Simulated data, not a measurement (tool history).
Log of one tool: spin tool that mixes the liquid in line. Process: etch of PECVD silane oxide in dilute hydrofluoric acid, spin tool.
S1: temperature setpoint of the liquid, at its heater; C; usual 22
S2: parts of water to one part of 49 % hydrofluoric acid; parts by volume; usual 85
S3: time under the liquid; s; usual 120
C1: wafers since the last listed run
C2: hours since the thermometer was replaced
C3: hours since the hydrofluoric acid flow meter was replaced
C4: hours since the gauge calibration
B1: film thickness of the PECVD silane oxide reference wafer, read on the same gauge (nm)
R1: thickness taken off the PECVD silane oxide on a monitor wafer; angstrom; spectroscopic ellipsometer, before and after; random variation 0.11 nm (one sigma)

Run 1, hour 0: usual settings but S1 24.5 C, S3 90 s; C1 0; C2 1878; C3 1024.9; C4 457.1; B1 40.03. Result: R1 233.5 angstrom.
Run 2, hour 12.8: usual settings but S1 24.5 C, S3 90 s; C1 140; C2 1890.8; C3 1037.7; C4 469.9; B1 40.01. Result: R1 235.1 angstrom.
Run 3, hour 28.9: usual settings; C1 176; C2 1906.9; C3 1053.8; C4 486; B1 39.97. Result: R1 281.9 angstrom.
Run 4, hour 40.4: usual settings; C1 126; C2 1918.4; C3 1065.3; C4 497.5; B1 39.99. Result: R1 279.1 angstrom.
Run 5, hour 53.6: usual settings; C1 144; C2 1931.6; C3 1078.5; C4 510.7; B1 39.98. Result: R1 282.5 angstrom.
Run 6, hour 61.7: usual settings; C1 88; C2 1939.7; C3 1086.6; C4 518.8; B1 40. Result: R1 281 angstrom.
Run 7, hour 69: usual settings but S1 23.5 C, S3 95 s; C1 80; C2 1947; C3 1093.9; C4 526.1; B1 40.01. Result: R1 235.6 angstrom.
Run 8, hour 80.1: usual settings but S1 23.5 C, S3 95 s; C1 121; C2 1958.1; C3 1105; C4 537.2; B1 40.01. Result: R1 236.8 angstrom.
Run 9, hour 88.3: usual settings but S1 23.5 C, S3 95 s; C1 89; C2 1966.3; C3 1113.2; C4 545.4; B1 40.03. Result: R1 236.4 angstrom.
Run 10, hour 101.1: usual settings but S1 26 C; C1 140; C2 1979.1; C3 1126; C4 558.2; B1 40.05. Result: R1 329.3 angstrom.
Run 11, hour 115: usual settings but S2 105 parts by volume, S3 190 s; C1 152; C2 1993; C3 1139.9; C4 572.1; B1 39.97. Result: R1 353.1 angstrom.
Run 12, hour 128.6: usual settings but S2 65 parts by volume; C1 149; C2 2006.6; C3 1153.5; C4 585.7; B1 40.02. Result: R1 375.2 angstrom.
Run 13, hour 141.3: usual settings but S1 18.5 C, S2 70 parts by volume; C1 139; C2 2019.3; C3 1166.2; C4 598.4; B1 40.02. Result: R1 299.3 angstrom.
Run 14, hour 155.3: usual settings; C1 153; C2 2033.3; C3 1180.2; C4 612.4; B1 40.01. Result: R1 279.4 angstrom.
Run 15, hour 166.4: usual settings but S1 18.5 C, S2 50 parts by volume, S3 65 s; C1 121; C2 2044.4; C3 1191.3; C4 623.5; B1 39.98. Result: R1 231.2 angstrom.
Run 16, hour 177: usual settings but S1 18 C, S2 70 parts by volume; C1 116; C2 2055; C3 1201.9; C4 634.1; B1 40. Result: R1 292.6 angstrom.
Run 17, hour 194.4: usual settings but S1 23.5 C, S2 60 parts by volume, S3 185 s; C1 190; C2 2072.4; C3 1219.3; C4 651.5; B1 40.04. Result: R1 670.7 angstrom.
Run 18, hour 201.2: usual settings but S1 25.5 C, S2 60 parts by volume, S3 180 s; C1 74; C2 2079.2; C3 1226.1; C4 658.3; B1 40.02. Result: R1 706.5 angstrom.
Run 19, hour 216.7: usual settings but S1 26 C, S2 100 parts by volume; C1 169; C2 2094.7; C3 1241.6; C4 673.8; B1 40.02. Result: R1 272.3 angstrom.
Run 20, hour 230.5: usual settings; C1 151; C2 2108.5; C3 1255.4; C4 687.6; B1 39.96. Result: R1 277.9 angstrom.
Run 21, hour 241.3: usual settings but S3 185 s; C1 118; C2 2119.3; C3 1266.2; C4 698.4; B1 39.98. Result: R1 429.2 angstrom.
At hour 251.6: gauge calibrated.
At hour 255.6: hydrofluoric acid flow meter replaced.
Run 22, hour 269.4: usual settings; C1 297; C2 2147.4; C3 13.8; C4 17.8; B1 39.95. Result: R1 296.3 angstrom.
Run 23, hour 282.8: usual settings but S2 105 parts by volume, S3 155 s; C1 146; C2 2160.8; C3 27.2; C4 31.2; B1 40. Result: R1 301.6 angstrom.
Run 24, hour 296: usual settings but S1 26 C, S2 125 parts by volume, S3 65 s; C1 144; C2 2174; C3 40.4; C4 44.4; B1 40.04. Result: R1 121.1 angstrom.
At hour 306.9: thermometer replaced.
Run 25, hour 348.1: usual settings but S3 70 s; C1 560; C2 41.2; C3 92.5; C4 96.5; B1 40.02. Result: R1 170.3 angstrom.
Run 26, hour 365.1: usual settings; C1 186; C2 58.2; C3 109.5; C4 113.5; B1 39.95. Result: R1 292.5 angstrom.
Run 27, hour 378.9: usual settings but S1 24.5 C, S2 60 parts by volume, S3 75 s; C1 151; C2 72; C3 123.3; C4 127.3; B1 40. Result: R1 294.2 angstrom.
Run 28, hour 386.4: usual settings but S1 19.5 C, S2 60 parts by volume, S3 70 s; C1 82; C2 79.5; C3 130.8; C4 134.8; B1 39.98. Result: R1 223.3 angstrom.
Run 29, hour 398.7: usual settings; C1 134; C2 91.8; C3 143.1; C4 147.1; B1 40.01. Result: R1 291 angstrom.
Run 30, hour 409.8: usual settings; C1 121; C2 102.9; C3 154.2; C4 158.2; B1 40. Result: R1 291.2 angstrom.
Run 31, hour 420.5: usual settings; C1 117; C2 113.6; C3 164.9; C4 168.9; B1 39.99. Result: R1 293.3 angstrom.
Run 32, hour 429.5: usual settings but S2 65 parts by volume; C1 98; C2 122.6; C3 173.9; C4 177.9; B1 39.97. Result: R1 390.2 angstrom.
Run 33, hour 439.1: usual settings but S1 24.5 C, S2 105 parts by volume, S3 100 s; C1 105; C2 132.2; C3 183.5; C4 187.5; B1 39.99. Result: R1 213.1 angstrom.

The tool's hidden state at each run:
liquid hotter than its thermometer reads (K): 0 in every run
gauge reads high (%): 0 in every run
H1: hydrofluoric acid flow below the setpoint (%)
run     H1
  1   4.47
  2   4.53
  3   4.59
  4   4.64
  5    4.7
  6   4.73
  7   4.76
  8   4.81
  9   4.84
 10    4.9
 11   4.95
 12   5.01
 13   5.07
 14   5.12
 15   5.17
 16   5.22
 17   5.29
 18   5.32
 19   5.38
 20   5.44
 21   5.49
 22  0.943
 23  0.999
 24   1.05
 25   1.27
 26   1.35
 27    1.4
 28   1.43
 29   1.49
 30   1.53
 31   1.58
 32   1.62
 33   1.66
